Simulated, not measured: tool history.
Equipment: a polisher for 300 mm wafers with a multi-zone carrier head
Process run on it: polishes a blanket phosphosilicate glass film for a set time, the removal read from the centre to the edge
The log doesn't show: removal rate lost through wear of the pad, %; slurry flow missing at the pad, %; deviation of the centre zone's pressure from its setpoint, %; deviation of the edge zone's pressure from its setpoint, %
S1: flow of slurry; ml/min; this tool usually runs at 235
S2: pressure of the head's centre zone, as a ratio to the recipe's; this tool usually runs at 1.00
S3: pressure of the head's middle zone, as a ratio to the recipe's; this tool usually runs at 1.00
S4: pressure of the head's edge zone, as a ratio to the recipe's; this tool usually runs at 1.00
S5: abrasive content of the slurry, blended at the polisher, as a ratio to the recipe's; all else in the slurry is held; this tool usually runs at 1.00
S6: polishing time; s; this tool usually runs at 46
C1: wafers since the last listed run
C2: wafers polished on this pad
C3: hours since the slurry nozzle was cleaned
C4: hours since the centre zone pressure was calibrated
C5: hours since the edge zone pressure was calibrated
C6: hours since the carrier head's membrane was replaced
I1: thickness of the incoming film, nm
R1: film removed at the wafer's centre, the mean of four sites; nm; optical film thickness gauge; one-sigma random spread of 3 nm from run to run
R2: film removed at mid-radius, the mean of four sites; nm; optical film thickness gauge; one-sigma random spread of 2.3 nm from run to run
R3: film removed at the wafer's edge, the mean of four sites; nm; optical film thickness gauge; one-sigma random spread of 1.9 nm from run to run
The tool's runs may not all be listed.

run   hour   S1    S2    S3    S4    S5  S6   C1   C2     C3     C4     C5     C6      I1     R1     R2     R3
  1    0.0  235  1.00  1.00  1.00  1.00  46    0  472  301.7  323.6  523.8  886.3  4197.9  279.6  273.8  282.7
  2   11.9  235  1.00  1.00  1.00  1.00  46  119  592  313.6  335.5  535.7  898.2  4127.5  282.5  272.8  286.8
      26.8  -- worn pad replaced by a new one
  3   27.3  235  1.00  1.00  1.00  1.00  46  114    5  329.0  350.9  551.1  913.6  4130.3  281.9  275.1  282.7
  4   40.7  285  1.00  0.96  1.00  1.00  46  134  139  342.4  364.3  564.5  927.0  4175.3  292.4  275.4  290.9
  5   47.3  285  1.00  0.96  1.00  1.00  46   66  206  349.0  370.9  571.1  933.6  4118.5  293.4  273.9  294.5
  6   63.7  235  1.00  1.00  1.00  1.00  53  165  371  365.4  387.3  587.5  950.0  4208.7  325.7  317.7  326.3
  7   79.9  235  1.00  1.00  1.00  1.00  53  163  534  381.6  403.5  603.7  966.2  4205.6  323.6  308.3  330.1
  8   86.2  200  1.00  1.00  1.00  1.00  46   63  598  387.9  409.8  610.0  972.5  4174.3  276.3  269.6  277.5
  9   93.0  200  1.00  1.00  1.00  1.00  46   68  666  394.7  416.6  616.8  979.3  4124.4  272.6  264.9  282.2
     103.6  -- worn pad replaced by a new one
     108.0  -- carrier head's membrane replaced by a new one
 10  108.5  235  0.91  1.00  1.07  1.00  46   71    4  410.2  432.1  632.3    0.5  4229.4  258.4  271.8  292.6
 11  119.6  235  1.00  1.00  1.00  1.00  46  111  116  421.3  443.2  643.4   11.6  4191.5  280.3  276.6  286.9
     168.7  -- worn pad replaced by a new one
 12  170.4  235  1.00  0.92  1.00  0.90  46  471   16  472.1  494.0  694.2   62.4  4149.1  260.7  239.3  266.7
     175.7  -- edge zone pressure recalibrated
 13  178.6  255  1.00  1.00  1.00  1.00  46   62   79  480.3  502.2    2.9   70.6  4154.0  288.8  275.2  289.7
     184.4  -- centre zone pressure recalibrated
     185.2  -- slurry nozzle cleaned
 14  193.8  235  1.00  1.00  1.08  1.00  46  124  203    8.6    9.4   18.1   85.8  4222.8  283.2  274.9  292.3
 15  210.0  235  1.00  1.00  1.00  1.00  34  163  366   24.8   25.6   34.3  102.0  4247.6  212.2  202.8  210.6
 16  221.1  235  1.00  1.00  1.00  1.00  46  111  478   35.9   36.7   45.4  113.1  4164.8  285.7  274.3  284.0
 17  230.9  155  1.00  1.00  1.00  1.20  58   98  577   45.7   46.5   55.2  122.9  4214.5  364.3  361.9  377.9
     238.0  -- worn pad replaced by a new one
 18  246.6  235  1.00  1.00  1.00  1.00  46  117   86   61.4   62.2   70.9  138.6  4208.4  280.2  272.2  283.9
 19  256.2  235  1.00  1.00  1.00  1.00  46   96  183   71.0   71.8   80.5  148.2  4157.0  280.3  271.3  282.1
 20  275.4  285  1.00  0.91  0.89  0.75  46  193  376   90.2   91.0   99.7  167.4  4190.3  228.0  210.3  220.7

Entry by entry between the runs, the difference in hidden state between the last listed run before and the first listed run after:
Logged between run 2 and run 3: worn pad replaced by a new one (hour 26.8)
  no difference in the tool's unlogged condition between these two runs
Logged between run 9 and run 10: worn pad replaced by a new one (hour 103.6); carrier head's membrane replaced by a new one (hour 108.0)
  no difference in the tool's unlogged condition between these two runs
Logged between run 11 and run 12: worn pad replaced by a new one (hour 168.7)
  no difference in the tool's unlogged condition between these two runs
Logged between run 12 and run 13: edge zone pressure recalibrated (hour 175.7)
  no difference in the tool's unlogged condition between these two runs
Logged between run 13 and run 14: centre zone pressure recalibrated (hour 184.4); slurry nozzle cleaned (hour 185.2)
  no difference in the tool's unlogged condition between these two runs
Logged between run 17 and run 18: worn pad replaced by a new one (hour 238.0)
  no difference in the tool's unlogged condition between these two runs
